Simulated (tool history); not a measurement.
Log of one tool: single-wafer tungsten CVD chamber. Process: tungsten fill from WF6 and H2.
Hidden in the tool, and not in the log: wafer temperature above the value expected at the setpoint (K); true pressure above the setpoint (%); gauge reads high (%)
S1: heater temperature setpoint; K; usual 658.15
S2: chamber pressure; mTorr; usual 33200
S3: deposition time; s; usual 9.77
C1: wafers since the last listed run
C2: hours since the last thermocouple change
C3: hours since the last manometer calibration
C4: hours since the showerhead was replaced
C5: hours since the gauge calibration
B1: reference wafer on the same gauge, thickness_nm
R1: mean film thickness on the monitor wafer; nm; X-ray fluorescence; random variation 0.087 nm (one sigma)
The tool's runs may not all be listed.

run	hour	S1	S2	S3	C1	C2	C3	C4	C5	B1	R1
1	0	658.15	30400	9.77	0	331.3	1662.5	4864.3	630.7	20.092	19.165
2	77.6	658.15	30400	9.77	1737	408.9	1740.1	4941.9	708.3	20.123	19.17
3	141.6	658.15	33200	9.77	1432	472.9	1804.1	5005.9	772.3	20.101	20.13
4	226	658.15	33200	9.77	1889	557.3	1888.5	5090.3	856.7	20.129	19.958
5	271	658.15	33200	9.77	1007	602.3	1933.5	5135.3	901.7	20.108	20.221
6	343.7	658.15	33200	9.77	1627	675	2006.2	5208	974.4	20.125	20.05
# hour 385.6: gauge calibrated
7	536.1	658.15	33200	10.96	4307	867.4	2198.6	5400.4	150.5	20.147	22.529
8	634.8	658.15	33200	10.23	2209	966.1	2297.3	5499.1	249.2	20.108	21.083
9	729.1	658.15	37700	9.18	2111	1060.4	2391.6	5593.4	343.5	20.116	20.161
# hour 747.9: thermocouple changed; heater temperature recalibrated
# hour 750.5: capacitance manometer re-zeroed and calibrated
# hour 795.8: showerhead replaced
10	829.3	658.15	30600	9.77	1825	81.4	78.8	33.5	443.7	20.129	20.086
11	888.6	658.15	40000	11.52	1327	140.7	138.1	92.8	503	20.114	27.184
12	965.6	658.15	33200	9.77	1724	217.7	215.1	169.8	580	20.126	20.974

Run 13 comes next. What will it give?
13	1015.6	658.15	25300	9.77	1119	267.7	265.1	219.8	630	?	?

{"run 13": {"B1": 20.102, "R1": 18.176}}
Without the tool's hidden state the same run would have given R1 18.236 nm.

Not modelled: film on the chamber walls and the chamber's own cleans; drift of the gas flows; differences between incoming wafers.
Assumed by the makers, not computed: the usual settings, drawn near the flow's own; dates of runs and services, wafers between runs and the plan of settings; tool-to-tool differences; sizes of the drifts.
